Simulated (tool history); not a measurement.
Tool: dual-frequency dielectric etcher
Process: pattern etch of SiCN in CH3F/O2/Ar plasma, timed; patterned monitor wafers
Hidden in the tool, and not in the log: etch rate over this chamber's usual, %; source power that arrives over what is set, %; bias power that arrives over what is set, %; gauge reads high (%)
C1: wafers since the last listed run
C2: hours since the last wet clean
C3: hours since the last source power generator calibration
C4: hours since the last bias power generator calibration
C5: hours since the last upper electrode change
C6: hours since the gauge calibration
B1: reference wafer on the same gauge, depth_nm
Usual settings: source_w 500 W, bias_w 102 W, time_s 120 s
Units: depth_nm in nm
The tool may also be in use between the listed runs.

{"run": 1, "hour": 0.0, "source_w": 500, "bias_w": 102, "time_s": 120, "C1": 0, "C2": 157.2, "C3": 2335.3, "C4": 2875.7, "C5": 2855.4, "C6": 120.4, "B1": 62.6, "depth_nm": 60.6}
{"run": 2, "hour": 24.6, "source_w": 500, "bias_w": 102, "time_s": 120, "C1": 274, "C2": 181.8, "C3": 2359.9, "C4": 2900.3, "C5": 2880, "C6": 145, "B1": 62.6, "depth_nm": 60.7}
{"run": 3, "hour": 37.7, "source_w": 430, "bias_w": 102, "time_s": 120, "C1": 146, "C2": 194.9, "C3": 2373, "C4": 2913.4, "C5": 2893.1, "C6": 158.1, "B1": 62.6, "depth_nm": 58}
{"run": 4, "hour": 66.8, "source_w": 430, "bias_w": 102, "time_s": 120, "C1": 324, "C2": 224, "C3": 2402.1, "C4": 2942.5, "C5": 2922.2, "C6": 187.2, "B1": 62.6, "depth_nm": 57.7}
{"run": 5, "hour": 102.6, "source_w": 440, "bias_w": 102, "time_s": 120, "C1": 399, "C2": 259.8, "C3": 2437.9, "C4": 2978.3, "C5": 2958, "C6": 223, "B1": 62.6, "depth_nm": 58}
{"run": 6, "hour": 122.9, "source_w": 500, "bias_w": 116, "time_s": 120, "C1": 226, "C2": 280.1, "C3": 2458.2, "C4": 2998.6, "C5": 2978.3, "C6": 243.3, "B1": 62.6, "depth_nm": 63.6}
{"run": 7, "hour": 142.0, "source_w": 500, "bias_w": 102, "time_s": 120, "C1": 213, "C2": 299.2, "C3": 2477.3, "C4": 3017.7, "C5": 2997.4, "C6": 262.4, "B1": 62.6, "depth_nm": 60.6}
{"run": 8, "hour": 175.2, "source_w": 500, "bias_w": 102, "time_s": 120, "C1": 370, "C2": 332.4, "C3": 2510.5, "C4": 3050.9, "C5": 3030.6, "C6": 295.6, "B1": 62.6, "depth_nm": 60.5}
{"run": 9, "hour": 193.2, "source_w": 500, "bias_w": 102, "time_s": 120, "C1": 200, "C2": 350.4, "C3": 2528.5, "C4": 3068.9, "C5": 3048.6, "C6": 313.6, "B1": 62.6, "depth_nm": 60.3}
{"hour": 199.4, "done": "bias power generator calibrated"}
{"run": 10, "hour": 205.9, "source_w": 500, "bias_w": 102, "time_s": 120, "C1": 97, "C2": 363.1, "C3": 2541.2, "C4": 6.5, "C5": 3061.3, "C6": 326.3, "B1": 62.6, "depth_nm": 60.5}
{"hour": 214.2, "done": "gauge calibrated"}
{"run": 11, "hour": 222.6, "source_w": 500, "bias_w": 102, "time_s": 120, "C1": 186, "C2": 379.8, "C3": 2557.9, "C4": 23.2, "C5": 3078, "C6": 8.4, "B1": 62.6, "depth_nm": 60.4}
{"run": 12, "hour": 236.0, "source_w": 500, "bias_w": 102, "time_s": 120, "C1": 149, "C2": 393.2, "C3": 2571.3, "C4": 36.6, "C5": 3091.4, "C6": 21.8, "B1": 62.6, "depth_nm": 60.3}
{"hour": 258.5, "done": "source power generator calibrated"}
{"run": 13, "hour": 268.8, "source_w": 500, "bias_w": 77, "time_s": 147.5, "C1": 321, "C2": 426, "C3": 10.3, "C4": 69.4, "C5": 3124.2, "C6": 54.6, "B1": 62.6, "depth_nm": 67.4}
{"run": 14, "hour": 282.3, "source_w": 500, "bias_w": 102, "time_s": 120, "C1": 150, "C2": 439.5, "C3": 23.8, "C4": 82.9, "C5": 3137.7, "C6": 68.1, "B1": 62.6, "depth_nm": 60.4}
{"run": 15, "hour": 299.1, "source_w": 500, "bias_w": 116, "time_s": 120, "C1": 187, "C2": 456.3, "C3": 40.6, "C4": 99.7, "C5": 3154.5, "C6": 84.9, "B1": 62.6, "depth_nm": 63.2}
{"hour": 328.7, "done": "upper electrode replaced"}
{"run": 16, "hour": 329.2, "source_w": 550, "bias_w": 102, "time_s": 100, "C1": 68, "C2": 486.4, "C3": 70.7, "C4": 129.8, "C5": 0.5, "C6": 115, "B1": 62.6, "depth_nm": 51.8}
{"run": 17, "hour": 333.6, "source_w": 530, "bias_w": 102, "time_s": 152.5, "C1": 49, "C2": 490.8, "C3": 75.1, "C4": 134.2, "C5": 4.9, "C6": 119.4, "B1": 62.6, "depth_nm": 78.1}
{"run": 18, "hour": 348.1, "source_w": 500, "bias_w": 124, "time_s": 120, "C1": 161, "C2": 505.3, "C3": 89.6, "C4": 148.7, "C5": 19.4, "C6": 133.9, "B1": 62.6, "depth_nm": 64.8}
{"run": 19, "hour": 373.2, "source_w": 500, "bias_w": 102, "time_s": 120, "C1": 280, "C2": 530.4, "C3": 114.7, "C4": 173.8, "C5": 44.5, "C6": 159, "B1": 62.6, "depth_nm": 60.2}
{"hour": 410.9, "done": "wet clean of the chamber"}
{"run": 20, "hour": 411.4, "source_w": 590, "bias_w": 102, "time_s": 120, "C1": 158, "C2": 0.5, "C3": 152.9, "C4": 212, "C5": 82.7, "C6": 197.2, "B1": 62.6, "depth_nm": 64.5}
{"run": 21, "hour": 434.9, "source_w": 450, "bias_w": 77, "time_s": 87.5, "C1": 262, "C2": 24, "C3": 176.4, "C4": 235.5, "C5": 106.2, "C6": 220.7, "B1": 62.6, "depth_nm": 38.9}
{"run": 22, "hour": 467.3, "source_w": 500, "bias_w": 102, "time_s": 104, "C1": 361, "C2": 56.4, "C3": 208.8, "C4": 267.9, "C5": 138.6, "C6": 253.1, "B1": 62.6, "depth_nm": 52.9}
{"run": 23, "hour": 495.3, "source_w": 500, "bias_w": 93, "time_s": 105.5, "C1": 312, "C2": 84.4, "C3": 236.8, "C4": 295.9, "C5": 166.6, "C6": 281.1, "B1": 62.6, "depth_nm": 51.6}
{"run": 24, "hour": 519.7, "source_w": 500, "bias_w": 125, "time_s": 98, "C1": 272, "C2": 108.8, "C3": 261.2, "C4": 320.3, "C5": 191, "C6": 305.5, "B1": 62.6, "depth_nm": 53.5}

4 ways to go on from here, each from the tool as it stands after run 24. What would each give?
{"run": "A", "hour": 520.1, "source_w": 500, "bias_w": 102, "time_s": 120, "C1": 4, "C2": 109.2, "C3": 261.6, "C4": 320.7, "C5": 191.4, "C6": 305.9, "B1": "?", "depth_nm": "?"}
{"run": "B", "hour": 520.1, "source_w": 590, "bias_w": 116, "time_s": 120, "C1": 4, "C2": 109.2, "C3": 261.6, "C4": 320.7, "C5": 191.4, "C6": 305.9, "B1": "?", "depth_nm": "?"}
{"run": "C", "hour": 520.1, "source_w": 420, "bias_w": 102, "time_s": 102, "C1": 4, "C2": 109.2, "C3": 261.6, "C4": 320.7, "C5": 191.4, "C6": 305.9, "B1": "?", "depth_nm": "?"}
{"run": "D", "hour": 520.1, "source_w": 550, "bias_w": 102, "time_s": 120, "C1": 4, "C2": 109.2, "C3": 261.6, "C4": 320.7, "C5": 191.4, "C6": 305.9, "B1": "?", "depth_nm": "?"}

run=A B1=62.6 depth_nm=60.8
run=B B1=62.6 depth_nm=67.2
run=C B1=62.6 depth_nm=48.9
run=D B1=62.6 depth_nm=62.7
Without the tool's hidden state the same runs would have given:
run=A depth_nm=60.9
run=B depth_nm=67.3
run=C depth_nm=49
run=D depth_nm=62.8

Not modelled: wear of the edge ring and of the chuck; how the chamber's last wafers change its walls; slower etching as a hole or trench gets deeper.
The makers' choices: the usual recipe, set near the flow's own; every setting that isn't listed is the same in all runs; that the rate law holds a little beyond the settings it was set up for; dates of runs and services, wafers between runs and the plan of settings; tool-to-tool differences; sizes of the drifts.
